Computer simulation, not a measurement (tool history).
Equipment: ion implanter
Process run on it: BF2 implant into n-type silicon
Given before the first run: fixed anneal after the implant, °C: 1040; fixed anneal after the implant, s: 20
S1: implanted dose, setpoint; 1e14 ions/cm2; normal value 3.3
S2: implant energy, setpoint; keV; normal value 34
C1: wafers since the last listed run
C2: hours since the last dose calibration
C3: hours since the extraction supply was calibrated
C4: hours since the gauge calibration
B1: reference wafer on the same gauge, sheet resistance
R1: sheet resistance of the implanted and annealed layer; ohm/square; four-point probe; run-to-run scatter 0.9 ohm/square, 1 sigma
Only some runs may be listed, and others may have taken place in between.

{"run": 1, "hour": 0.0, "S1": 3.3, "S2": 34, "C1": 0, "C2": 1988.2, "C3": 6371.6, "C4": 464.4, "B1": 389.57, "R1": 320.59}
{"run": 2, "hour": 90.0, "S1": 3.3, "S2": 34, "C1": 1709, "C2": 2078.2, "C3": 6461.6, "C4": 554.4, "B1": 389.58, "R1": 319.61}
{"run": 3, "hour": 104.1, "S1": 3.3, "S2": 34, "C1": 267, "C2": 2092.3, "C3": 6475.7, "C4": 568.5, "B1": 389.96, "R1": 320.08}
{"run": 4, "hour": 159.2, "S1": 3.3, "S2": 34, "C1": 1046, "C2": 2147.4, "C3": 6530.8, "C4": 623.6, "B1": 390.39, "R1": 319.28}
{"run": 5, "hour": 195.0, "S1": 3.3, "S2": 34, "C1": 680, "C2": 2183.2, "C3": 6566.6, "C4": 659.4, "B1": 390.19, "R1": 318.46}
{"run": 6, "hour": 210.1, "S1": 3.3, "S2": 34, "C1": 286, "C2": 2198.3, "C3": 6581.7, "C4": 674.5, "B1": 390.23, "R1": 317.89}
{"hour": 229.5, "done": "Faraday cup replaced and dose calibrated"}
{"run": 7, "hour": 230.0, "S1": 3.3, "S2": 34, "C1": 226, "C2": 0.5, "C3": 6601.6, "C4": 694.4, "B1": 389.94, "R1": 335.93}
{"run": 8, "hour": 249.2, "S1": 3.3, "S2": 34, "C1": 364, "C2": 19.7, "C3": 6620.8, "C4": 713.6, "B1": 389.99, "R1": 335.5}
{"run": 9, "hour": 267.6, "S1": 3.3, "S2": 34, "C1": 349, "C2": 38.1, "C3": 6639.2, "C4": 732, "B1": 389.75, "R1": 336.69}
{"run": 10, "hour": 301.4, "S1": 3.3, "S2": 34, "C1": 642, "C2": 71.9, "C3": 6673, "C4": 765.8, "B1": 389.81, "R1": 337.17}
{"run": 11, "hour": 330.3, "S1": 3.03, "S2": 34, "C1": 549, "C2": 100.8, "C3": 6701.9, "C4": 794.7, "B1": 390, "R1": 360.94}
{"run": 12, "hour": 344.2, "S1": 3.03, "S2": 34, "C1": 264, "C2": 114.7, "C3": 6715.8, "C4": 808.6, "B1": 389.98, "R1": 360.78}
{"run": 13, "hour": 374.4, "S1": 2.44, "S2": 29, "C1": 573, "C2": 144.9, "C3": 6746, "C4": 838.8, "B1": 390.03, "R1": 438.45}
{"run": 14, "hour": 388.6, "S1": 3, "S2": 41, "C1": 269, "C2": 159.1, "C3": 6760.2, "C4": 853, "B1": 390.08, "R1": 356.13}
{"run": 15, "hour": 423.0, "S1": 3.3, "S2": 39.5, "C1": 653, "C2": 193.5, "C3": 6794.6, "C4": 887.4, "B1": 389.99, "R1": 329.12}
{"run": 16, "hour": 441.9, "S1": 3.3, "S2": 28.5, "C1": 359, "C2": 212.4, "C3": 6813.5, "C4": 906.3, "B1": 389.71, "R1": 341.9}
{"hour": 443.8, "done": "gauge calibrated"}
{"run": 17, "hour": 463.1, "S1": 3.3, "S2": 42, "C1": 402, "C2": 233.6, "C3": 6834.7, "C4": 19.3, "B1": 390.13, "R1": 328.78}
{"run": 18, "hour": 486.7, "S1": 2.95, "S2": 34, "C1": 448, "C2": 257.2, "C3": 6858.3, "C4": 42.9, "B1": 390.05, "R1": 369.15}
{"hour": 515.2, "done": "extraction supply calibrated"}
{"run": 19, "hour": 516.4, "S1": 3.79, "S2": 28, "C1": 412, "C2": 286.9, "C3": 1.2, "C4": 72.6, "B1": 390.39, "R1": 303.81}
{"run": 20, "hour": 581.0, "S1": 3.3, "S2": 34, "C1": 1227, "C2": 351.5, "C3": 65.8, "C4": 137.2, "B1": 390.18, "R1": 333.6}
{"run": 21, "hour": 601.7, "S1": 2.96, "S2": 37.5, "C1": 393, "C2": 372.2, "C3": 86.5, "C4": 157.9, "B1": 390.13, "R1": 364.55}
{"run": 22, "hour": 625.1, "S1": 3.3, "S2": 41.5, "C1": 444, "C2": 395.6, "C3": 109.9, "C4": 181.3, "B1": 390.12, "R1": 328.77}
{"run": 23, "hour": 649.3, "S1": 2.36, "S2": 34, "C1": 459, "C2": 419.8, "C3": 134.1, "C4": 205.5, "B1": 389.73, "R1": 445.92}
{"run": 24, "hour": 667.6, "S1": 4.23, "S2": 23, "C1": 347, "C2": 438.1, "C3": 152.4, "C4": 223.8, "B1": 390.17, "R1": 282.18}
{"run": 25, "hour": 698.1, "S1": 3.3, "S2": 34, "C1": 579, "C2": 468.6, "C3": 182.9, "C4": 254.3, "B1": 390.09, "R1": 337.55}

5 ways to go on from here, each from the tool as it stands after run 25. What would each give?
{"run": "A", "hour": 698.5, "S1": 3.3, "S2": 34, "C1": 7, "C2": 469, "C3": 183.3, "C4": 254.7, "B1": "?", "R1": "?"}
{"run": "B", "hour": 698.5, "S1": 3.61, "S2": 45.5, "C1": 7, "C2": 469, "C3": 183.3, "C4": 254.7, "B1": "?", "R1": "?"}
{"run": "C", "hour": 698.5, "S1": 4.11, "S2": 26, "C1": 7, "C2": 469, "C3": 183.3, "C4": 254.7, "B1": "?", "R1": "?"}
{"run": "D", "hour": 698.5, "S1": 4.12, "S2": 34, "C1": 7, "C2": 469, "C3": 183.3, "C4": 254.7, "B1": "?", "R1": "?"}
{"run": "E", "hour": 698.5, "S1": 2.35, "S2": 34, "C1": 7, "C2": 469, "C3": 183.3, "C4": 254.7, "B1": "?", "R1": "?"}

run=A B1=389.98 R1=334.08
run=B B1=389.98 R1=301.21
run=C B1=389.98 R1=283.93
run=D B1=389.98 R1=276.87
run=E B1=389.98 R1=444.3
With the hidden condition removed and each run's random variation left untouched, the same runs would have given:
run=A R1=333.53
run=B R1=300.72
run=C R1=283.45
run=D R1=276.41
run=E R1=443.57
